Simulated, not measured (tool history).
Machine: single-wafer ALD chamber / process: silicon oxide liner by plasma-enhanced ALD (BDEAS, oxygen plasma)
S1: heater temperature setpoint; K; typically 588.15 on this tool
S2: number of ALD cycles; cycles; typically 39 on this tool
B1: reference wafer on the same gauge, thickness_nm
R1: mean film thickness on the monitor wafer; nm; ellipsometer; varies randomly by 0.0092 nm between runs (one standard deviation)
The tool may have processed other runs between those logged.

run     day      S1  S2     B1     R1
  1       0  588.15  39  4.332  3.715
  2   1.421  588.15  39  4.337  3.704
  3   2.425  588.15  39  4.339   3.73
  4   3.129  592.15  42  4.342  3.971
  5   3.946  592.15  42  4.349      4
  6   4.879  592.15  42  4.354  3.973
  7   5.421  594.15  42  4.355   3.99
  8   6.392  594.15  42  4.355  3.979
      6.612  -- gauge calibrated
  9   7.796  594.15  42  4.306  3.935
 10   8.554  588.15  36  4.303  3.391
 11   9.092  588.15  36  4.306  3.403
 12  10.483  588.15  36  4.313  3.417
 13  11.258  577.15  33  4.317  3.185
 14  11.862  577.15  33   4.32  3.193
 15    13.1  577.15  33  4.322  3.196
 16  14.088  588.15  39  4.324  3.705
 17  14.625  598.15  32  4.325  2.986
 18  15.696  602.15  45  4.336  4.173
 19  16.267  588.15  42  4.334  4.007
     17.167  -- thermocouple changed; heater temperature recalibrated
 20  17.433  580.15  33  4.342  3.197
 21  18.871  602.15  37  4.348  3.449
 22  19.725  574.15  31  4.353  3.037
 23  20.625  576.15  46  4.358  4.487
 24  21.908  588.15  39   4.36  3.744
 25  22.871  588.15  39  4.365  3.731
     23.104  -- gauge calibrated
 26  23.658  603.15  43  4.315  3.987
 27  24.492  578.15  39  4.318   3.75
 28  25.362  578.15  35  4.326  3.383
 29  25.888  598.15  39  4.327  3.642
 30  27.162  588.15  39  4.331  3.695
 31  27.721  582.15  44  4.329  4.226
 32  29.217  588.15  39  4.339  3.732

Run by run, hidden condition taken away, random variation retained:
The tool's hidden condition here consists of: wafer temperature above the value expected at the setpoint (K); gauge reads high (%).
run     R1
  1  3.679
  2  3.663
  3  3.685
  4  3.921
  5  3.947
  6  3.916
  7  3.931
  8  3.917
  9  3.924
 10   3.38
 11   3.39
 12  3.399
 13  3.167
 14  3.172
 15  3.171
 16  3.673
 17  2.959
 18  4.131
 19  3.965
 20  3.159
 21  3.404
 22  2.995
 23  4.421
 24  3.684
 25  3.668
 26  3.963
 27  3.725
 28  3.357
 29  3.612
 30   3.66
 31  4.185
 32   3.69

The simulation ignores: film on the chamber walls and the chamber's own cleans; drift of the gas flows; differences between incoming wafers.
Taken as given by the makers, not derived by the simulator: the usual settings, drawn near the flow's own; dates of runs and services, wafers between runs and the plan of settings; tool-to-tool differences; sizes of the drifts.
